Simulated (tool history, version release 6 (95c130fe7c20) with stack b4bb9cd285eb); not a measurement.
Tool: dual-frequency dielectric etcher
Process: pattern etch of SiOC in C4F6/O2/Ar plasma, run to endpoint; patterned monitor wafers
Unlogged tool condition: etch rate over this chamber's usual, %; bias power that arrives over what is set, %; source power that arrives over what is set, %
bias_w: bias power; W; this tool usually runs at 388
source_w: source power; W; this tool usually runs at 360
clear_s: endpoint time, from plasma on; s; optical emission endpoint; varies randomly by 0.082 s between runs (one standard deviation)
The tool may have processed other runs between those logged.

| run | hour | bias_w | source_w | wafers since the last listed run | hours since the last wet clean | hours since the last bias power generator calibration | hours since the last source power generator calibration | hours since the last upper electrode change | incoming incoming film thickness, nm | clear_s |
|---|---|---|---|---|---|---|---|---|---|---|
| 1 | 0.0 | 388 | 380 | 0 | 107.4 | 1460.0 | 3239.3 | 2103.1 | 38.03 | 13.9 |
| 2 | 25.9 | 388 | 380 | 341 | 133.3 | 1485.9 | 3265.2 | 2129.0 | 37.85 | 14.0 |
| 3 | 53.6 | 388 | 360 | 365 | 161.0 | 1513.6 | 3292.9 | 2156.7 | 38.04 | 14.2 |
|  | 92.5 | source power generator calibrated |
| 4 | 142.8 | 388 | 360 | 1123 | 250.2 | 1602.8 | 50.3 | 2245.9 | 37.52 | 14.0 |
| 5 | 174.1 | 388 | 360 | 412 | 281.5 | 1634.1 | 81.6 | 2277.2 | 37.92 | 14.1 |
| 6 | 195.9 | 342 | 360 | 287 | 303.3 | 1655.9 | 103.4 | 2299.0 | 38.58 | 15.0 |
| 7 | 217.2 | 342 | 360 | 280 | 324.6 | 1677.2 | 124.7 | 2320.3 | 37.89 | 14.8 |
| 8 | 237.7 | 388 | 360 | 270 | 345.1 | 1697.7 | 145.2 | 2340.8 | 38.21 | 14.3 |
| 9 | 259.3 | 388 | 360 | 284 | 366.7 | 1719.3 | 166.8 | 2362.4 | 37.87 | 14.1 |
| 10 | 288.9 | 388 | 360 | 390 | 396.3 | 1748.9 | 196.4 | 2392.0 | 38.17 | 14.2 |
| 11 | 307.9 | 388 | 360 | 250 | 415.3 | 1767.9 | 215.4 | 2411.0 | 38.19 | 14.3 |
|  | 350.0 | wet clean of the chamber |
| 12 | 350.5 | 462 | 310 | 245 | 0.5 | 1810.5 | 258.0 | 2453.6 | 37.99 | 13.7 |
| 13 | 369.4 | 454 | 290 | 249 | 19.4 | 1829.4 | 276.9 | 2472.5 | 37.73 | 13.9 |
|  | 407.9 | upper electrode replaced |
| 14 | 408.4 | 463 | 410 | 197 | 58.4 | 1868.4 | 315.9 | 0.5 | 37.91 | 12.9 |
| 15 | 408.7 | 335 | 360 | 3 | 58.7 | 1868.7 | 316.2 | 0.8 | 38.16 | 15.1 |
| 16 | 433.2 | 330 | 390 | 323 | 83.2 | 1893.2 | 340.7 | 25.3 | 37.77 | 14.8 |
| 17 | 464.3 | 306 | 290 | 410 | 114.3 | 1924.3 | 371.8 | 56.4 | 37.68 | 16.0 |
| 18 | 491.2 | 388 | 360 | 354 | 141.2 | 1951.2 | 398.7 | 83.3 | 37.80 | 14.0 |
| 19 | 506.1 | 441 | 300 | 196 | 156.1 | 1966.1 | 413.6 | 98.2 | 38.68 | 14.3 |
| 20 | 536.5 | 438 | 270 | 400 | 186.5 | 1996.5 | 444.0 | 128.6 | 37.98 | 14.3 |
| 21 | 555.1 | 349 | 280 | 245 | 205.1 | 2015.1 | 462.6 | 147.2 | 38.17 | 15.6 |
| 22 | 584.8 | 460 | 270 | 391 | 234.8 | 2044.8 | 492.3 | 176.9 | 37.58 | 13.9 |
| 23 | 614.3 | 351 | 380 | 389 | 264.3 | 2074.3 | 521.8 | 206.4 | 38.30 | 14.6 |
|  | 627.5 | bias power generator calibrated |
| 24 | 641.6 | 438 | 330 | 307 | 291.6 | 14.1 | 549.1 | 233.7 | 37.98 | 13.7 |
| 25 | 662.2 | 457 | 410 | 271 | 312.2 | 34.7 | 569.7 | 254.3 | 37.77 | 12.8 |
| 26 | 688.4 | 362 | 390 | 345 | 338.4 | 60.9 | 595.9 | 280.5 | 37.78 | 14.3 |
| 27 | 706.7 | 388 | 360 | 241 | 356.7 | 79.2 | 614.2 | 298.8 | 38.38 | 14.3 |
| 28 | 733.0 | 350 | 420 | 346 | 383.0 | 105.5 | 640.5 | 325.1 | 37.95 | 14.2 |
| 29 | 749.7 | 388 | 360 | 220 | 399.7 | 122.2 | 657.2 | 341.8 | 38.35 | 14.3 |
|  | 797.5 | wet clean of the chamber |
| 30 | 798.0 | 355 | 360 | 320 | 0.5 | 170.5 | 705.5 | 390.1 | 38.32 | 14.7 |
| 31 | 810.0 | 388 | 360 | 158 | 12.5 | 182.5 | 717.5 | 402.1 | 38.08 | 14.2 |
| 32 | 831.6 | 472 | 390 | 284 | 34.1 | 204.1 | 739.1 | 423.7 | 38.29 | 13.0 |
| 33 | 847.6 | 388 | 360 | 211 | 50.1 | 220.1 | 755.1 | 439.7 | 38.01 | 14.2 |
| 34 | 882.2 | 388 | 310 | 456 | 84.7 | 254.7 | 789.7 | 474.3 | 38.57 | 14.8 |

5 ways to go on from here, each from the tool as it stands after run 34. What would each give?
| A | 882.6 | 388 | 360 | 5 | 85.1 | 255.1 | 790.1 | 474.7 | 38.03 | ? |
| B | 882.6 | 434 | 440 | 5 | 85.1 | 255.1 | 790.1 | 474.7 | 38.03 | ? |
| C | 882.6 | 452 | 280 | 5 | 85.1 | 255.1 | 790.1 | 474.7 | 38.03 | ? |
| D | 882.6 | 457 | 450 | 5 | 85.1 | 255.1 | 790.1 | 474.7 | 38.03 | ? |
| E | 882.6 | 447 | 390 | 5 | 85.1 | 255.1 | 790.1 | 474.7 | 38.03 | ? |

| run | clear_s |
|---|---|
| A | 14.1 |
| B | 12.9 |
| C | 14.0 |
| D | 12.6 |
| E | 13.1 |
With no hidden state in the tool, these same runs would have given:
| run | clear_s |
|---|---|
| A | 14.1 |
| B | 12.9 |
| C | 14.0 |
| D | 12.6 |
| E | 13.1 |
